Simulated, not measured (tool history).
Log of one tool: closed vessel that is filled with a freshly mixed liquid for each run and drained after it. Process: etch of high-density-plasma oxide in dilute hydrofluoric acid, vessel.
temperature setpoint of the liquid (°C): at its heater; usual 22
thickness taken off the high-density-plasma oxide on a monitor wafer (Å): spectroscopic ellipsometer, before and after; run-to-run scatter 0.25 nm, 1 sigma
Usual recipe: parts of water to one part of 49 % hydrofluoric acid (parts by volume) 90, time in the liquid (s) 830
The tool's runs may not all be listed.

run   hour  temperature setpoint of the liquid (°C)  parts of water to one part of 49 % hydrofluoric acid (parts by volume)  time in the liquid (s)  wafers since the last listed run  hours since the thermometer was replaced  hours since the hydrofluoric acid flow meter was replaced  hours since the gauge calibration  read-back film thickness of the high-density-plasma oxide reference wafer, read on the same gauge (nm)  thickness taken off the high-density-plasma oxide on a monitor wafer (Å)
  1      0                                       22                                                                      90                    1060                                 0                                    2408.5                                                     2055.4                              100.5                                                                                                   99.99                                                                     528.2
  2   26.9                                       22                                                                      90                    1060                              1609                                    2435.4                                                     2082.3                              127.4                                                                                                   99.99                                                                     532.4
  3   49.8                                       22                                                                     105                     540                              1369                                    2458.3                                                     2105.2                              150.3                                                                                                   99.98                                                                     225.1
  4   69.8                                       22                                                                     105                     540                              1196                                    2478.3                                                     2125.2                              170.3                                                                                                  100.03                                                                     225.1
  5   83.1                                       22                                                                      90                     830                               795                                    2491.6                                                     2138.5                              183.6                                                                                                  100.02                                                                     411.6
  6   99.1                                       22                                                                      90                     830                               957                                    2507.6                                                     2154.5                              199.6                                                                                                  100.01                                                                     412.8
  7  128.7                                     25.5                                                                      80                     830                              1770                                    2537.2                                                     2184.1                              229.2                                                                                                  100.02                                                                     538.4
     134.6  -- gauge calibrated
  8  147.7                                       22                                                                      90                     830                              1136                                    2556.2                                                     2203.1                               13.1                                                                                                  100.01                                                                     407.1
  9  165.3                                       22                                                                      90                     830                              1052                                    2573.8                                                     2220.7                               30.7                                                                                                   99.99                                                                     411.2
 10  182.2                                       22                                                                      90                     700                              1011                                    2590.7                                                     2237.6                               47.6                                                                                                  100.02                                                                     347.5
 11  197.6                                       22                                                                      90                     830                               921                                    2606.1                                                       2253                                 63                                                                                                  100.03                                                                     408.3
 12  217.6                                       22                                                                      90                     830                              1196                                    2626.1                                                       2273                                 83                                                                                                  100.02                                                                     409.2
 13  233.8                                     19.5                                                                      65                     830                               969                                    2642.3                                                     2289.2                               99.2                                                                                                  100.02                                                                     525.8
 14  253.8                                     25.5                                                                      80                     830                              1196                                    2662.3                                                     2309.2                              119.2                                                                                                  100.01                                                                     529.3
 15  269.9                                     17.5                                                                      90                     475                               963                                    2678.4                                                     2325.3                              135.3                                                                                                  100.03                                                                     193.4
     277.8  -- thermometer replaced
     284.7  -- hydrofluoric acid flow meter replaced
 16    291                                       18                                                                     135                     580                              1142                                      13.2                                                        6.3                              156.4                                                                                                   99.99                                                                     181.9
 17  313.3                                       22                                                                      90                     830                              1334                                      35.5                                                       28.6                              178.7                                                                                                  100.04                                                                       478
     342.3  -- gauge calibrated
 18  344.9                                     24.5                                                                     120                     630                              1890                                      67.1                                                       60.2                                2.6                                                                                                   99.99                                                                     291.4
 19  372.6                                       22                                                                      65                     585                              1657                                      94.8                                                       87.9                               30.3                                                                                                   99.99                                                                     473.9

What if the next run were any one of these 3? Each begins from the tool's condition after run 19:
  A  373.5                                       22                                                                      90                     485                                53                                      95.7                                                       88.8                               31.2                                                                                                       ?                                                                         ?
  B  373.5                                       22                                                                      70                     410                                53                                      95.7                                                       88.8                               31.2                                                                                                       ?                                                                         ?
  C  373.5                                       22                                                                      75                     830                                53                                      95.7                                                       88.8                               31.2                                                                                                       ?                                                                         ?

run  read-back film thickness of the high-density-plasma oxide reference wafer, read on the same gauge (nm)  thickness taken off the high-density-plasma oxide on a monitor wafer (Å)
  A                                                                                                  100.02                                                                     281.1
  B                                                                                                  100.02                                                                       313
  C                                                                                                  100.02                                                                     587.8
Without the tool's unlogged condition, the same runs would have read:
run  thickness taken off the high-density-plasma oxide on a monitor wafer (Å)
  A                                                                     285.4
  B                                                                     317.8
  C                                                                     596.8

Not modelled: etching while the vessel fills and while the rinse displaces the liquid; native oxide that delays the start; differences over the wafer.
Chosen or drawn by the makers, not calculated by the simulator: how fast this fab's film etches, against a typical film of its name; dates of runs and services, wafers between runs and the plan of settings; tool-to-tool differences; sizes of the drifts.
